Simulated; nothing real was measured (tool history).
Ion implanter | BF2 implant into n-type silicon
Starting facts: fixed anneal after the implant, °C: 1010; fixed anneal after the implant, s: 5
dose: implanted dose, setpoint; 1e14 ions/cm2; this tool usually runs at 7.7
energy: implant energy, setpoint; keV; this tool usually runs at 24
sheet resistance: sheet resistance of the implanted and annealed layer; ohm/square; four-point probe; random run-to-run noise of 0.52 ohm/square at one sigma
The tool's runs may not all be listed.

| run | hour | dose | energy | read-back reference wafer on the same gauge, sheet resistance | sheet resistance |
|---|---|---|---|---|---|
| 1 | 0 | 7.7 | 24 | 216.04 | 182.32 |
| 2 | 62.2 | 7.7 | 24 | 215.96 | 183.2 |
| 3 | 112.4 | 7.7 | 24 | 216 | 182.73 |
| 4 | 205.4 | 7.7 | 24 | 216.04 | 182.86 |
| 5 | 281.3 | 7.7 | 24 | 216.39 | 183.29 |
| 6 | 330 | 7.7 | 24 | 216.19 | 182.53 |
| 7 | 424.6 | 7.7 | 24 | 215.96 | 183.59 |
| 8 | 522.2 | 6.48 | 24 | 216.2 | 196.3 |
| 9 | 609.5 | 6.48 | 24 | 215.94 | 197.28 |
| 10 | 673.1 | 6.48 | 24 | 216.06 | 196.84 |
| 11 | 765.2 | 7.7 | 27 | 216.14 | 174.05 |
| 12 | 811.5 | 7.7 | 27 | 215.91 | 173.24 |
|  | 820.8 | extraction supply calibrated |
| 13 | 1118.7 | 7.7 | 24 | 216.15 | 187.58 |
| 14 | 1206.1 | 5.86 | 24 | 215.92 | 213.52 |
| 15 | 1242.4 | 6.69 | 32 | 215.87 | 179.9 |
| 16 | 1293.7 | 6.64 | 24 | 216.41 | 199.94 |
| 17 | 1333 | 7.7 | 24 | 215.94 | 186.58 |
| 18 | 1407 | 7.7 | 26.5 | 216.04 | 179.68 |
| 19 | 1508.7 | 7.7 | 24 | 216.13 | 187.08 |
| 20 | 1561 | 9.23 | 31 | 215.83 | 156.21 |
| 21 | 1624.8 | 7.7 | 20 | 215.92 | 204.54 |
| 22 | 1696.8 | 7.7 | 24 | 215.83 | 188.05 |
|  | 1763.1 | Faraday cup replaced and dose calibrated |
|  | 1764 | gauge calibrated |
| 23 | 1785.8 | 8.74 | 24 | 215.85 | 175.88 |
| 24 | 1886.9 | 7.7 | 32 | 216.15 | 163.55 |
| 25 | 1989.1 | 8.37 | 29 | 215.84 | 163.64 |
| 26 | 2088.9 | 5.78 | 16 | 216.36 | 244.53 |
| 27 | 2135.3 | 6.48 | 24 | 215.81 | 198.31 |
| 28 | 2217.1 | 7.7 | 19.5 | 216.23 | 202.02 |
| 29 | 2323.2 | 8.39 | 24 | 216.05 | 178.05 |

Consider 4 possible next runs. They are alternatives, not a sequence: every one starts from the tool as it was left by run 29. What does each give?
| A | 2323.6 | 7.7 | 24 | ? | ? |
| B | 2323.6 | 9.82 | 19.5 | ? | ? |
| C | 2323.6 | 6.64 | 20.5 | ? | ? |
| D | 2323.6 | 5.64 | 31 | ? | ? |

| run | read-back reference wafer on the same gauge, sheet resistance | sheet resistance |
|---|---|---|
| A | 216.18 | 184.16 |
| B | 216.18 | 190.74 |
| C | 216.18 | 209.15 |
| D | 216.18 | 198.5 |
Stripped of hidden state, with their random variation kept, the same runs would have yielded:
| run | sheet resistance |
|---|---|
| A | 185.46 |
| B | 192.6 |
| C | 210.47 |
| D | 198.68 |
